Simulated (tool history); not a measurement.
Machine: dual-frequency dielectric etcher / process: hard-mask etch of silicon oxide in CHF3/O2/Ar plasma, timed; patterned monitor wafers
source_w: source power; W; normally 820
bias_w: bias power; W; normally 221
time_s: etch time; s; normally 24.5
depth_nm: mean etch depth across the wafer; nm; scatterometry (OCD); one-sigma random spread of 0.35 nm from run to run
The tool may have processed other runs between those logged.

| run | hour | source_w | bias_w | time_s | read-back reference wafer on the same gauge, depth_nm | depth_nm |
|---|---|---|---|---|---|---|
| 1 | 0.0 | 970 | 221 | 24.5 | 51.3 | 62.5 |
| 2 | 69.9 | 820 | 234 | 24.5 | 51.2 | 61.3 |
| 3 | 102.5 | 820 | 234 | 24.5 | 51.2 | 61.0 |
| 4 | 147.4 | 820 | 244 | 24.5 | 51.2 | 61.6 |
| 5 | 181.6 | 820 | 244 | 24.5 | 51.2 | 61.9 |
|  | 308.1 | wet clean of the chamber |
| 6 | 390.9 | 680 | 221 | 24.5 | 51.2 | 60.0 |
| 7 | 421.1 | 890 | 221 | 24.5 | 51.2 | 64.8 |
| 8 | 476.1 | 890 | 221 | 24.5 | 51.1 | 63.9 |
|  | 486.1 | bias power generator calibrated |
| 9 | 518.0 | 820 | 221 | 24.5 | 51.1 | 63.7 |
| 10 | 579.6 | 820 | 221 | 24.5 | 51.2 | 63.2 |
| 11 | 615.5 | 820 | 189 | 24.5 | 51.2 | 61.8 |
|  | 651.7 | wet clean of the chamber, repeated, since the last time left the tool worse |
|  | 664.6 | upper electrode replaced |
| 12 | 681.4 | 820 | 189 | 24.5 | 51.2 | 57.9 |
| 13 | 731.4 | 820 | 189 | 24.5 | 51.3 | 58.0 |
| 14 | 756.0 | 820 | 194 | 24.5 | 51.2 | 58.6 |
| 15 | 803.1 | 820 | 221 | 24.5 | 51.2 | 59.9 |
| 16 | 830.0 | 820 | 246 | 24.5 | 51.1 | 61.7 |
| 17 | 893.6 | 730 | 221 | 24.5 | 51.2 | 58.5 |
|  | 908.9 | source power generator calibrated |
| 18 | 963.7 | 970 | 237 | 29.0 | 51.2 | 76.5 |
|  | 1013.0 | gauge calibrated |
| 19 | 1031.0 | 650 | 251 | 24.5 | 51.2 | 59.5 |
|  | 1115.6 | wet clean of the chamber |
| 20 | 1116.1 | 820 | 221 | 24.5 | 51.2 | 59.5 |
| 21 | 1158.6 | 1010 | 221 | 24.5 | 51.2 | 62.8 |
| 22 | 1193.7 | 820 | 221 | 24.5 | 51.1 | 60.2 |
| 23 | 1226.6 | 820 | 240 | 24.5 | 51.1 | 60.8 |
| 24 | 1257.4 | 930 | 256 | 29.0 | 51.2 | 75.9 |
| 25 | 1467.1 | 820 | 221 | 24.5 | 51.3 | 61.2 |
| 26 | 1517.2 | 820 | 221 | 24.5 | 51.2 | 61.0 |
| 27 | 1547.3 | 940 | 267 | 19.5 | 51.2 | 52.5 |
| 28 | 1584.0 | 650 | 167 | 28.0 | 51.2 | 63.1 |
| 29 | 1628.0 | 820 | 221 | 24.5 | 51.2 | 62.3 |
|  | 1656.8 | wet clean of the chamber |
| 30 | 1671.6 | 820 | 221 | 24.5 | 51.2 | 58.6 |
| 31 | 1702.1 | 820 | 221 | 24.5 | 51.2 | 59.8 |

For each run, what was the tool's unlogged condition?
source power that arrives over what is set, %: 0 in every run
bias power that arrives over what is set, %: 0 in every run
gauge reads high (%): 0 in every run
H1: etch rate over this chamber's usual, %
| run | H1 |
|---|---|
| 1 | 1.14 |
| 2 | 1.51 |
| 3 | 1.68 |
| 4 | 1.92 |
| 5 | 2.1 |
| 6 | 5.55 |
| 7 | 5.71 |
| 8 | 6 |
| 9 | 6.22 |
| 10 | 6.55 |
| 11 | 6.74 |
| 12 | 0.182 |
| 13 | 0.445 |
| 14 | 0.575 |
| 15 | 0.823 |
| 16 | 0.965 |
| 17 | 1.3 |
| 18 | 1.67 |
| 19 | 2.02 |
| 20 | 0.277 |
| 21 | 0.501 |
| 22 | 0.686 |
| 23 | 0.86 |
| 24 | 1.02 |
| 25 | 2.13 |
| 26 | 2.39 |
| 27 | 2.55 |
| 28 | 2.74 |
| 29 | 2.97 |
| 30 | -0.374 |
| 31 | -0.213 |
